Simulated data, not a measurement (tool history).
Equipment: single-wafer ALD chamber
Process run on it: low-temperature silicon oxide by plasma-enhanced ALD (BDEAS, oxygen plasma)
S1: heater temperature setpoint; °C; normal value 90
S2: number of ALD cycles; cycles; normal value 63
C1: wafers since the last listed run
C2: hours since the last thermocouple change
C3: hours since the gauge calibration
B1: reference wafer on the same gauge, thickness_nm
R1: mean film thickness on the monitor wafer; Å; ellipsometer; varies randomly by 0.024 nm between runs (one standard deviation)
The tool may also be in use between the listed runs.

run 1 hour=0.0 | S1=94 S2=63 | C1=0 C2=1833.3 C3=369.9 | B1=9.024 | R1=96.08
run 2 hour=45.5 | S1=94 S2=63 | C1=163 C2=1878.8 C3=415.4 | B1=9.039 | R1=96.42
run 3 hour=86.4 | S1=90 S2=63 | C1=146 C2=1919.7 C3=456.3 | B1=9.030 | R1=97.42
run 4 hour=132.6 | S1=90 S2=63 | C1=165 C2=1965.9 C3=502.5 | B1=9.028 | R1=97.83
run 5 hour=187.9 | S1=90 S2=63 | C1=198 C2=2021.2 C3=557.8 | B1=9.025 | R1=97.63
run 6 hour=232.0 | S1=90 S2=63 | C1=157 C2=2065.3 C3=601.9 | B1=9.027 | R1=98.23
run 7 hour=275.3 | S1=90 S2=63 | C1=155 C2=2108.6 C3=645.2 | B1=9.033 | R1=97.82
-- hour=321.0 gauge calibrated
run 8 hour=347.0 | S1=90 S2=63 | C1=256 C2=2180.3 C3=26.0 | B1=9.029 | R1=98.26
-- hour=363.5 thermocouple changed; heater temperature recalibrated
run 9 hour=400.1 | S1=90 S2=63 | C1=161 C2=36.6 C3=79.1 | B1=9.032 | R1=95.98
run 10 hour=430.8 | S1=86 S2=63 | C1=109 C2=67.3 C3=109.8 | B1=9.037 | R1=97.39
run 11 hour=493.8 | S1=90 S2=63 | C1=225 C2=130.3 C3=172.8 | B1=9.032 | R1=96.02
run 12 hour=520.6 | S1=90 S2=63 | C1=96 C2=157.1 C3=199.6 | B1=9.032 | R1=96.49
run 13 hour=557.7 | S1=90 S2=63 | C1=132 C2=194.2 C3=236.7 | B1=9.026 | R1=95.66
run 14 hour=611.4 | S1=81 S2=52 | C1=192 C2=247.9 C3=290.4 | B1=9.030 | R1=81.66
run 15 hour=660.3 | S1=77 S2=63 | C1=175 C2=296.8 C3=339.3 | B1=9.019 | R1=99.75
run 16 hour=760.2 | S1=105 S2=74 | C1=357 C2=396.7 C3=439.2 | B1=9.022 | R1=107.79
run 17 hour=786.7 | S1=96 S2=68 | C1=94 C2=423.2 C3=465.7 | B1=9.039 | R1=102.11
run 18 hour=842.2 | S1=100 S2=63 | C1=198 C2=478.7 C3=521.2 | B1=9.025 | R1=92.81
run 19 hour=875.6 | S1=79 S2=55 | C1=119 C2=512.1 C3=554.6 | B1=9.022 | R1=86.87

5 options for the next run, each taken on its own from the tool as it stands now. Forecast them:
run A hour=876.1 | S1=90 S2=55 | C1=1 C2=512.6 C3=555.1 | B1=? | R1=?
run B hour=876.1 | S1=99 S2=69 | C1=1 C2=512.6 C3=555.1 | B1=? | R1=?
run C hour=876.1 | S1=95 S2=50 | C1=1 C2=512.6 C3=555.1 | B1=? | R1=?
run D hour=876.1 | S1=102 S2=70 | C1=1 C2=512.6 C3=555.1 | B1=? | R1=?
run E hour=876.1 | S1=90 S2=56 | C1=1 C2=512.6 C3=555.1 | B1=? | R1=?

run=A B1=9.025 R1=84.01
run=B B1=9.025 R1=102.15
run=C B1=9.025 R1=75.07
run=D B1=9.025 R1=102.69
run=E B1=9.025 R1=85.53
Take away the tool's hidden state, keep each run's random variation, and the runs would have read:
run=A R1=83.72
run=B R1=101.79
run=C R1=74.80
run=D R1=102.50
run=E R1=85.24
